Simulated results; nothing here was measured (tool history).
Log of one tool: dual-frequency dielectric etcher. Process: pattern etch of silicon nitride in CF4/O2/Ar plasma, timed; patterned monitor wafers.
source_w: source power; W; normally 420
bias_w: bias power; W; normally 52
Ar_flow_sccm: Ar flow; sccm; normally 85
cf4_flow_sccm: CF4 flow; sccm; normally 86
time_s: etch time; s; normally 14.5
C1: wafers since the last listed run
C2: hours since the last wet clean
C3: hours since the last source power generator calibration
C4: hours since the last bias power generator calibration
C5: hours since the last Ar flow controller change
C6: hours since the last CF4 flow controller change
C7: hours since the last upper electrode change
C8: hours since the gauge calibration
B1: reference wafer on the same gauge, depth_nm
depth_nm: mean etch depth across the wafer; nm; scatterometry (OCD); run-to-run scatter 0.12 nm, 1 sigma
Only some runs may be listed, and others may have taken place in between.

Run 1, hour 0.0: usual settings but time_s 11.5 s; C1 0; C2 197.1; C3 3546.8; C4 1996.3; C5 4749.0; C6 4721.9; C7 4169.7; C8 72.9; B1 23.92. Result: depth_nm 20.04 nm.
Run 2, hour 34.6: usual settings; C1 381; C2 231.7; C3 3581.4; C4 2030.9; C5 4783.6; C6 4756.5; C7 4204.3; C8 107.5; B1 23.96. Result: depth_nm 25.41 nm.
Run 3, hour 47.1: usual settings; C1 137; C2 244.2; C3 3593.9; C4 2043.4; C5 4796.1; C6 4769.0; C7 4216.8; C8 120.0; B1 23.94. Result: depth_nm 25.17 nm.
Run 4, hour 93.1: usual settings but Ar_flow_sccm 90 sccm; C1 507; C2 290.2; C3 3639.9; C4 2089.4; C5 4842.1; C6 4815.0; C7 4262.8; C8 166.0; B1 24.04. Result: depth_nm 25.09 nm.
Run 5, hour 126.1: usual settings but Ar_flow_sccm 90 sccm; C1 364; C2 323.2; C3 3672.9; C4 2122.4; C5 4875.1; C6 4848.0; C7 4295.8; C8 199.0; B1 24.04. Result: depth_nm 25.35 nm.
Run 6, hour 156.5: usual settings; C1 335; C2 353.6; C3 3703.3; C4 2152.8; C5 4905.5; C6 4878.4; C7 4326.2; C8 229.4; B1 24.05. Result: depth_nm 25.20 nm.
Run 7, hour 174.5: usual settings; C1 198; C2 371.6; C3 3721.3; C4 2170.8; C5 4923.5; C6 4896.4; C7 4344.2; C8 247.4; B1 24.10. Result: depth_nm 25.17 nm.
Run 8, hour 189.7: usual settings; C1 167; C2 386.8; C3 3736.5; C4 2186.0; C5 4938.7; C6 4911.6; C7 4359.4; C8 262.6; B1 24.10. Result: depth_nm 25.34 nm.
At hour 224.4: CF4 flow controller replaced.
Run 9, hour 224.9: usual settings; C1 322; C2 422.0; C3 3771.7; C4 2221.2; C5 4973.9; C6 0.5; C7 4394.6; C8 297.8; B1 24.16. Result: depth_nm 25.31 nm.
At hour 252.8: Ar flow controller replaced.
Run 10, hour 253.3: usual settings but time_s 17.0 s; C1 247; C2 450.4; C3 3800.1; C4 2249.6; C5 0.5; C6 28.9; C7 4423.0; C8 326.2; B1 24.17. Result: depth_nm 30.01 nm.
At hour 260.5: source power generator calibrated.
Run 11, hour 280.4: usual settings but source_w 360 W, bias_w 40 W; C1 255; C2 477.5; C3 19.9; C4 2276.7; C5 27.6; C6 56.0; C7 4450.1; C8 353.3; B1 24.19. Result: depth_nm 18.96 nm.
Run 12, hour 308.7: usual settings but bias_w 43 W, cf4_flow_sccm 78 sccm; C1 312; C2 505.8; C3 48.2; C4 2305.0; C5 55.9; C6 84.3; C7 4478.4; C8 381.6; B1 24.21. Result: depth_nm 22.73 nm.
At hour 320.9: gauge calibrated.
At hour 339.0: wet clean of the chamber.
Run 13, hour 339.5: usual settings but time_s 11.5 s; C1 75; C2 0.5; C3 79.0; C4 2335.8; C5 86.7; C6 115.1; C7 4509.2; C8 18.6; B1 23.87. Result: depth_nm 19.75 nm.
Run 14, hour 355.3: usual settings but time_s 11.5 s; C1 174; C2 16.3; C3 94.8; C4 2351.6; C5 102.5; C6 130.9; C7 4525.0; C8 34.4; B1 23.86. Result: depth_nm 19.94 nm.
At hour 380.7: bias power generator calibrated.
At hour 389.3: upper electrode replaced.
Run 15, hour 389.8: usual settings but source_w 360 W, cf4_flow_sccm 69 sccm; C1 241; C2 50.8; C3 129.3; C4 9.1; C5 137.0; C6 165.4; C7 0.5; C8 68.9; B1 23.87. Result: depth_nm 21.17 nm.
Run 16, hour 395.5: usual settings but source_w 340 W, Ar_flow_sccm 98 sccm, cf4_flow_sccm 73 sccm, time_s 13.0 s; C1 62; C2 56.5; C3 135.0; C4 14.8; C5 142.7; C6 171.1; C7 6.2; C8 74.6; B1 23.85. Result: depth_nm 17.67 nm.

What does the tool deliver on the next run?
Run 17, hour 415.9: usual settings but Ar_flow_sccm 104 sccm; C1 225; C2 76.9; C3 155.4; C4 35.2; C5 163.1; C6 191.5; C7 26.6; C8 95.0; B1 ?. Result: depth_nm ?.

B1: 23.91
depth_nm: 24.35 nm
On a tool with no hidden condition, and with the same random variation, this run would have come out at depth_nm 24.25 nm.

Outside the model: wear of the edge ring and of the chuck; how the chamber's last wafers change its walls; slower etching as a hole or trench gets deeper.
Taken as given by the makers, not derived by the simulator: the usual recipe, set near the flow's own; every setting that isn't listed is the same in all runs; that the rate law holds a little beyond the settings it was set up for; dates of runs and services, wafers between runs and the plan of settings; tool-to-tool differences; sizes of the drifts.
